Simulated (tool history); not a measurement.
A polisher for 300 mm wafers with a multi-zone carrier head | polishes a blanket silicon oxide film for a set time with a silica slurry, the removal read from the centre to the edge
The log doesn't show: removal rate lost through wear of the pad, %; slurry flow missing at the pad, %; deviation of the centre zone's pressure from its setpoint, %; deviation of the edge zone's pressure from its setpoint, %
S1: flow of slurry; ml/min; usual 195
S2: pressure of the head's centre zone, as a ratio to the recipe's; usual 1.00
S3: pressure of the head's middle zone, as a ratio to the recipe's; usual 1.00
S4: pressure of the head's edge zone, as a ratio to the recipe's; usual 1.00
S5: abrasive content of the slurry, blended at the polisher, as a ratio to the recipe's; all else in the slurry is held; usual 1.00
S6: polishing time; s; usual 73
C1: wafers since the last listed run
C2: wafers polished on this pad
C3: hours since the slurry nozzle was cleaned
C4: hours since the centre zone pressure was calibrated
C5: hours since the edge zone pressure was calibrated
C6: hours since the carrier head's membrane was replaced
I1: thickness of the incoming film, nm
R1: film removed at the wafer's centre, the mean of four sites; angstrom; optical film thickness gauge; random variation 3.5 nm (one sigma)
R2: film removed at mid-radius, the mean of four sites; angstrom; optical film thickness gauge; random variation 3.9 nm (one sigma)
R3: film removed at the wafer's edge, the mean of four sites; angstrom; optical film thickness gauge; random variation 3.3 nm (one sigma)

run,hour,S1,S2,S3,S4,S5,S6,C1,C2,C3,C4,C5,C6,I1,R1,R2,R3
1,0.0,195,1.00,1.00,1.00,1.00,73,0,716,662.0,566.7,211.9,1512.6,1346.5,2938,2907,2954
# hour 22.6: worn pad replaced by a new one
2,53.8,195,1.00,1.00,1.00,1.00,73,323,202,715.8,620.5,265.7,1566.4,1335.1,3106,3048,3109
3,65.4,195,1.00,1.00,0.95,1.00,73,75,277,727.4,632.1,277.3,1578.0,1331.1,3072,3025,3037
4,80.0,195,1.00,1.00,0.95,1.00,73,94,372,742.0,646.7,291.9,1592.6,1323.7,3004,3006,3010
5,115.5,195,1.00,1.00,0.95,1.00,73,230,602,777.5,682.2,327.4,1628.1,1334.8,2900,2930,2958
# hour 125.5: edge zone pressure recalibrated
6,128.3,195,1.00,1.00,1.00,1.00,73,70,672,790.3,695.0,2.8,1640.9,1329.9,2943,2872,3030
7,135.5,195,1.00,1.00,1.00,1.00,73,46,719,797.5,702.2,10.0,1648.1,1336.0,2966,2918,2932
# hour 149.0: worn pad replaced by a new one
# hour 149.7: carrier head's membrane replaced by a new one, of another model than before
8,150.2,195,1.00,1.00,1.00,1.00,73,64,3,812.2,716.9,24.7,0.5,1320.8,3257,3170,3299
9,154.5,195,1.00,1.00,1.00,1.00,73,27,30,816.5,721.2,29.0,4.8,1319.0,3271,3232,3174
10,162.1,195,1.00,1.00,1.00,1.00,82,49,80,824.1,728.8,36.6,12.4,1320.4,3503,3438,3568
11,179.6,195,1.00,1.00,1.00,1.00,73,113,193,841.6,746.3,54.1,29.9,1333.7,3064,3034,3029
# hour 189.8: centre zone pressure recalibrated
12,197.2,195,1.00,1.00,1.00,1.00,73,101,294,859.2,7.4,71.7,47.5,1326.4,2966,2904,3010
# hour 201.6: slurry nozzle cleaned
13,211.7,195,1.03,1.00,1.07,0.85,73,87,382,10.1,21.9,86.2,62.0,1325.5,2730,2555,2773
14,220.0,195,1.00,0.93,1.00,0.80,95,53,436,18.4,30.2,94.5,70.3,1332.4,3272,3235,3354
15,271.6,130,1.00,1.00,1.00,1.00,91,334,770,70.0,81.8,146.1,121.9,1319.4,3291,3219,3401
16,281.7,195,1.00,1.08,1.00,1.00,73,65,836,80.1,91.9,156.2,132.0,1341.5,2863,2939,2869
# hour 291.7: worn pad replaced by a new one
17,299.3,195,0.91,1.00,1.00,1.00,73,88,49,97.7,109.5,173.8,149.6,1333.6,3089,3269,3288
18,306.4,195,1.00,0.96,1.00,1.15,73,46,95,104.8,116.6,180.9,156.7,1322.3,3394,3302,3532

Forecast each of these 5 alternatives for the next run:
A,306.8,195,1.00,1.00,1.00,0.70,73,2,97,105.2,117.0,181.3,157.1,1311.3,?,?,?
B,306.8,165,0.92,1.04,1.00,1.00,97,2,97,105.2,117.0,181.3,157.1,1311.3,?,?,?
C,306.8,195,1.00,0.95,0.89,0.75,73,2,97,105.2,117.0,181.3,157.1,1311.3,?,?,?
D,306.8,195,1.03,1.09,1.00,1.20,64,2,97,105.2,117.0,181.3,157.1,1311.3,?,?,?
E,306.8,195,1.00,0.94,1.00,1.00,73,2,97,105.2,117.0,181.3,157.1,1311.3,?,?,?

run,R1,R2,R3
A,2567,2550,2551
B,3905,4229,4182
C,2698,2623,2615
D,3178,3201,3081
E,3226,3122,3207
Without the tool's hidden state the same runs would have given:
run,R1,R2,R3
A,2695,2677,2677
B,4099,4439,4390
C,2832,2754,2745
D,3336,3360,3234
E,3386,3278,3367
